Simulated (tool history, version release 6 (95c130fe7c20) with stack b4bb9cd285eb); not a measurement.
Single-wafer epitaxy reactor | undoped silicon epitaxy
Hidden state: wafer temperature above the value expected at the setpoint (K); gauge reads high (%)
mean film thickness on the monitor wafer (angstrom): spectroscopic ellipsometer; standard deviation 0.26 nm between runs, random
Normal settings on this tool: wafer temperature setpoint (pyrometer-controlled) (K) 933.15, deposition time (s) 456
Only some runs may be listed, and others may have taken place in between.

run,day,wafer temperature setpoint (pyrometer-controlled) (K),deposition time (s),wafers since the last listed run,hours since the last pyrometer calibration,hours since the gauge calibration,"read-back reference wafer on the same gauge, thickness_nm",mean film thickness on the monitor wafer (angstrom)
1,0,933.15,456,0,1679.7,230.2,80.53,866.16
2,1.4,933.15,456,155,1713.3,263.8,80.515,862.41
3,2.767,933.15,456,151,1746.1,296.6,80.473,866.4
4,3.479,933.15,456,79,1763.2,313.7,80.546,865.06
5,4.929,933.15,456,160,1798,348.5,80.554,863.55
6,6.354,933.15,456,158,1832.2,382.7,80.439,862.55
7,10.625,933.15,456,473,1934.7,485.2,80.468,858.4
# day 11.658: pyrometer calibrated
8,11.679,933.15,456,79,0.5,510.5,80.479,956.1
9,12.746,933.15,400,118,26.1,536.1,80.563,839.93
# day 12.954: gauge calibrated
10,13.338,933.15,456,65,40.3,9.2,80.517,957.2
11,14.321,933.15,456,109,63.9,32.8,80.534,953.11
12,15.721,927.15,456,155,97.5,66.4,80.508,826.19
13,16.288,944.15,416,62,111.1,80,80.469,1091.94
14,17.671,933.15,456,153,144.3,113.2,80.478,932.56
15,18.283,942.15,456,67,159,127.9,80.493,1137.9
16,19.483,928.15,456,133,187.8,156.7,80.456,835.07

What if the next run were any one of these 4? Each begins from the tool's condition after run 16:
A,19.504,933.15,456,2,188.3,157.2,?,?
B,19.504,933.15,521,2,188.3,157.2,?,?
C,19.504,933.15,375,2,188.3,157.2,?,?
D,19.504,929.15,456,2,188.3,157.2,?,?

run,"read-back reference wafer on the same gauge, thickness_nm",mean film thickness on the monitor wafer (angstrom)
A,80.54,926.77
B,80.54,1058.88
C,80.54,762.15
D,80.54,848.16
With no hidden state in the tool, these same runs would have given:
run,mean film thickness on the monitor wafer (angstrom)
A,960.66
B,1097.6
C,790.02
D,879.46

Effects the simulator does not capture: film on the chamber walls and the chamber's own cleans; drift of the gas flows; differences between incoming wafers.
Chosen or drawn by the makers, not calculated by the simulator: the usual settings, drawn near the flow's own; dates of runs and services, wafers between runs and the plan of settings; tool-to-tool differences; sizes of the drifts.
